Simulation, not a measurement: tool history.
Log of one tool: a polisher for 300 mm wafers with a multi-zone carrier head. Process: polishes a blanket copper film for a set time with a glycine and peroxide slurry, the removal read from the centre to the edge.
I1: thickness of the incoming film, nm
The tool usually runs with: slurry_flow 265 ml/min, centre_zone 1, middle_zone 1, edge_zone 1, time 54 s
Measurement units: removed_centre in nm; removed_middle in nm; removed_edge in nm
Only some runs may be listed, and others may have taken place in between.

run 1 hour=0 | slurry_flow=265 centre_zone=1 middle_zone=1 edge_zone=1 time=54 | I1=2198.6 | removed_centre=346.4 removed_middle=367.9 removed_edge=353.4
-- hour=31.4 slurry nozzle cleaned
run 2 hour=66.3 | slurry_flow=265 centre_zone=1 middle_zone=1 edge_zone=1 time=54 | I1=2198.1 | removed_centre=350.9 removed_middle=366.1 removed_edge=353
run 3 hour=97.9 | slurry_flow=265 centre_zone=1 middle_zone=1 edge_zone=1 time=54 | I1=2190.3 | removed_centre=354.4 removed_middle=364.1 removed_edge=349.7
run 4 hour=163.3 | slurry_flow=265 centre_zone=0.94 middle_zone=1 edge_zone=1 time=54 | I1=2167.4 | removed_centre=327 removed_middle=359.3 removed_edge=351.3
run 5 hour=219.5 | slurry_flow=265 centre_zone=0.92 middle_zone=1 edge_zone=1 time=54 | I1=2171.3 | removed_centre=320.1 removed_middle=353.4 removed_edge=341
-- hour=248.6 worn pad replaced by a new one
run 6 hour=289.9 | slurry_flow=265 centre_zone=0.92 middle_zone=1 edge_zone=1 time=54 | I1=2164.1 | removed_centre=330.4 removed_middle=360.3 removed_edge=351.5
run 7 hour=355.5 | slurry_flow=265 centre_zone=1.05 middle_zone=1 edge_zone=1 time=54 | I1=2219.2 | removed_centre=366.7 removed_middle=362.7 removed_edge=350.3
-- hour=534.3 worn pad replaced by a new one
run 8 hour=539.7 | slurry_flow=265 centre_zone=1 middle_zone=0.94 edge_zone=1 time=54 | I1=2209.3 | removed_centre=351.5 removed_middle=359 removed_edge=355
run 9 hour=565.9 | slurry_flow=230 centre_zone=1 middle_zone=1 edge_zone=1 time=37 | I1=2178.6 | removed_centre=238.7 removed_middle=249.7 removed_edge=238.2
run 10 hour=602.6 | slurry_flow=265 centre_zone=1 middle_zone=1 edge_zone=1 time=54 | I1=2200.3 | removed_centre=357.2 removed_middle=366.4 removed_edge=352.4
run 11 hour=640.5 | slurry_flow=265 centre_zone=1 middle_zone=1 edge_zone=1.03 time=54 | I1=2199.4 | removed_centre=348.3 removed_middle=367.1 removed_edge=352.2
-- hour=672.2 edge zone pressure recalibrated
run 12 hour=693.3 | slurry_flow=360 centre_zone=0.91 middle_zone=1 edge_zone=1 time=73 | I1=2171.3 | removed_centre=446.4 removed_middle=500.4 removed_edge=485.1
-- hour=696.5 centre zone pressure recalibrated
-- hour=709.4 slurry nozzle cleaned
run 13 hour=725.1 | slurry_flow=265 centre_zone=1 middle_zone=1 edge_zone=1 time=54 | I1=2160.5 | removed_centre=342.6 removed_middle=360.7 removed_edge=348.9
-- hour=762.8 carrier head's membrane replaced by a new one
run 14 hour=763.3 | slurry_flow=325 centre_zone=0.89 middle_zone=1 edge_zone=1.07 time=54 | I1=2192.2 | removed_centre=314.5 removed_middle=365 removed_edge=360.4
run 15 hour=787.7 | slurry_flow=265 centre_zone=1 middle_zone=1 edge_zone=1 time=71 | I1=2163.9 | removed_centre=451.2 removed_middle=464.8 removed_edge=449.6

Estimate the outcome of run 16 from the log above:
-- hour=841.7 worn pad replaced by a new one
run 16 hour=843.3 | slurry_flow=235 centre_zone=0.94 middle_zone=1 edge_zone=1 time=38 | I1=2200.1 | removed_centre=? removed_middle=? removed_edge=?

Run 16 yielded removed_centre 231 nm, removed_middle 256.1 nm, removed_edge 249 nm.
With no hidden state in the tool, this same run would have given removed_centre 231.3 nm, removed_middle 256.4 nm, removed_edge 249.3 nm.
